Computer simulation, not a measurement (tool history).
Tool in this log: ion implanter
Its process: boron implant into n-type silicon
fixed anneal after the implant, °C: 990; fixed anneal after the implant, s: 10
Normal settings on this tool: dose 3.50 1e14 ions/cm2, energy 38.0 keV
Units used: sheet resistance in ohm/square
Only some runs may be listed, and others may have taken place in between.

run   hour  dose  energy  wafers since the last listed run  hours since the last dose calibration  hours since the extraction supply was calibrated  hours since the gauge calibration  read-back reference wafer on the same gauge, sheet resistance  sheet resistance
  1    0.0  3.50    38.0                                 0                                  395.8                                            2423.6                               95.8                                                         262.84            279.90
  2    7.1  3.50    38.0                                98                                  402.9                                            2430.7                              102.9                                                         263.05            279.43
  3   18.0  3.50    38.0                               150                                  413.8                                            2441.6                              113.8                                                         262.97            279.59
  4   30.3  3.50    38.0                               170                                  426.1                                            2453.9                              126.1                                                         263.01            280.09
  5   39.7  3.50    38.0                               130                                  435.5                                            2463.3                              135.5                                                         263.04            279.17
  6   55.9  3.50    38.0                               224                                  451.7                                            2479.5                              151.7                                                         262.87            280.95
  7   65.5  3.50    31.0                               132                                  461.3                                            2489.1                              161.3                                                         262.83            284.16
  8   80.9  3.50    31.0                               213                                  476.7                                            2504.5                              176.7                                                         262.98            283.80
  9   88.7  3.50    31.0                               108                                  484.5                                            2512.3                              184.5                                                         262.86            283.70
 10   98.2  3.50    27.5                               131                                  494.0                                            2521.8                              194.0                                                         262.89            287.47
 11  113.0  3.50    38.0                               204                                  508.8                                            2536.6                              208.8                                                         262.99            279.10
 12  126.3  3.50    38.0                               184                                  522.1                                            2549.9                              222.1                                                         263.00            278.82
 13  135.7  3.50    38.0                               130                                  531.5                                            2559.3                              231.5                                                         263.02            279.18
 14  145.3  3.50    38.0                               132                                  541.1                                            2568.9                              241.1                                                         262.97            278.70
 15  152.7  3.50    38.0                               102                                  548.5                                            2576.3                              248.5                                                         262.80            279.41
 16  159.2  3.50    38.0                                90                                  555.0                                            2582.8                              255.0                                                         262.99            278.48
 17  168.6  3.50    44.0                               130                                  564.4                                            2592.2                              264.4                                                         263.08            275.44
 18  186.4  2.85    25.0                               246                                  582.2                                            2610.0                              282.2                                                         263.09            338.24
     196.4  -- extraction supply calibrated
     201.7  -- gauge calibrated
 19  202.5  3.50    33.5                               112                                  598.3                                               6.1                                0.8                                                         263.05            281.22
     214.4  -- Faraday cup replaced and dose calibrated
 20  217.1  4.52    31.5                                91                                    2.7                                              20.7                               15.4                                                         262.97            240.89
 21  229.0  2.63    42.0                               164                                   14.6                                              32.6                               27.3                                                         262.97            350.36
 22  241.8  2.61    38.0                               177                                   27.4                                              45.4                               40.1                                                         263.08            356.64
 23  251.7  3.50    38.0                               137                                   37.3                                              55.3                               50.0                                                         263.07            285.64
 24  262.7  4.52    50.0                               152                                   48.3                                              66.3                               61.0                                                         262.93            231.43
 25  269.4  3.50    38.0                                92                                   55.0                                              73.0                               67.7                                                         262.93            285.56
 26  280.3  3.77    30.0                               150                                   65.9                                              83.9                               78.6                                                         263.14            276.05
 27  287.9  2.77    28.0                               105                                   73.5                                              91.5                               86.2                                                         263.09            349.44
 28  296.3  3.50    33.0                               116                                   81.9                                              99.9                               94.6                                                         262.76            288.08
 29  305.2  3.50    38.0                               123                                   90.8                                             108.8                              103.5                                                         262.89            285.11
 30  313.5  3.50    38.0                               114                                   99.1                                             117.1                              111.8                                                         263.17            285.43
 31  328.2  3.14    51.0                               203                                  113.8                                             131.8                              126.5                                                         262.96            298.77

Estimate the outcome of run 32 from the log above:
 32  342.1  4.33    30.5                               192                                  127.7                                             145.7                              140.4                                                              ?                 ?

Run 32 yielded read-back reference wafer on the same gauge, sheet resistance 262.90, sheet resistance 245.54 ohm/square.
On a tool with no hidden condition, and with the same random variation, this run would have come out at sheet resistance 249.93 ohm/square.
